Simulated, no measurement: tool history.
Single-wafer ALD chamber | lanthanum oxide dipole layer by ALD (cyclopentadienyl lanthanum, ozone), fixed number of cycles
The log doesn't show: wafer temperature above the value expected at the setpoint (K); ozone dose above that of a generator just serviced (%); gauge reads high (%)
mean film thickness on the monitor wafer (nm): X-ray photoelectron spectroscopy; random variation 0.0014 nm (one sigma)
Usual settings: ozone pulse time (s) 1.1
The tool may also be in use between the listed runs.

run,hour,ozone pulse time (s),wafers since the last listed run,hours since the last thermocouple change,hours since the last ozone generator service,hours since the showerhead was replaced,hours since the gauge calibration,"read-back reference wafer on the same gauge, thickness_nm",mean film thickness on the monitor wafer (nm)
1,0,1.36,0,2116.1,714.9,6511.7,418.4,0.399,0.534
2,26.1,1.36,358,2142.2,741,6537.8,444.5,0.399,0.536
3,54.4,1.36,388,2170.5,769.3,6566.1,472.8,0.4,0.537
4,114.3,1,823,2230.4,829.2,6626,532.7,0.4,0.476
5,133.8,1.1,268,2249.9,848.7,6645.5,552.2,0.4,0.498
6,163.4,1.37,406,2279.5,878.3,6675.1,581.8,0.4,0.535
7,197.1,1.38,463,2313.2,912,6708.8,615.5,0.4,0.539
8,220.2,1.38,317,2336.3,935.1,6731.9,638.6,0.4,0.536
9,254,1.1,464,2370.1,968.9,6765.7,672.4,0.4,0.498
10,282.3,1.1,388,2398.4,997.2,6794,700.7,0.4,0.499
11,316.2,0.8,465,2432.3,1031.1,6827.9,734.6,0.4,0.4
12,350.2,0.8,467,2466.3,1065.1,6861.9,768.6,0.4,0.399
# hour 450.6: thermocouple changed; heater temperature recalibrated
13,451.1,0.8,1276,0.5,1166,6962.8,869.5,0.4,0.399
14,473.9,0.75,313,23.3,1188.8,6985.6,892.3,0.4,0.369
15,486,0.75,166,35.4,1200.9,6997.7,904.4,0.4,0.371
# hour 488.5: gauge calibrated
16,519.8,1.53,464,69.2,1234.7,7031.5,31.3,0.4,0.546
17,540.8,1.51,288,90.2,1255.7,7052.5,52.3,0.4,0.543
18,597.7,1,782,147.1,1312.6,7109.4,109.2,0.4,0.475
# hour 607: showerhead replaced
19,684.6,1.32,1084,234,1399.5,77.6,196.1,0.4,0.532
20,703.2,0.78,255,252.6,1418.1,96.2,214.7,0.4,0.387
21,720.3,1.1,235,269.7,1435.2,113.3,231.8,0.4,0.503
22,754.1,0.85,464,303.5,1469,147.1,265.6,0.401,0.422
23,779.2,0.97,344,328.6,1494.1,172.2,290.7,0.4,0.467
24,803,1.1,327,352.4,1517.9,196,314.5,0.4,0.497
# hour 816.5: ozone generator serviced
25,830.2,1.1,263,379.6,13.7,223.2,341.7,0.4,0.499
26,852.1,1.54,300,401.5,35.6,245.1,363.6,0.4,0.549
27,886.7,0.67,475,436.1,70.2,279.7,398.2,0.401,0.313
28,918.9,1.1,442,468.3,102.4,311.9,430.4,0.4,0.502
29,947.7,1.26,395,497.1,131.2,340.7,459.2,0.4,0.525
30,980.7,1.4,453,530.1,164.2,373.7,492.2,0.4,0.536
31,1010.3,1.45,406,559.7,193.8,403.3,521.8,0.4,0.545
32,1025.2,0.94,204,574.6,208.7,418.2,536.7,0.4,0.459
33,1041.8,0.76,228,591.2,225.3,434.8,553.3,0.4,0.377
34,1068.5,1.43,366,617.9,252,461.5,580,0.4,0.539
35,1081.3,1.1,175,630.7,264.8,474.3,592.8,0.4,0.499

What the log doesn't show, run by run:
wafer temperature above the value expected at the setpoint (K): 0 in every run
ozone dose above that of a generator just serviced (%): 0 in every run
gauge reads high (%): 0 in every run
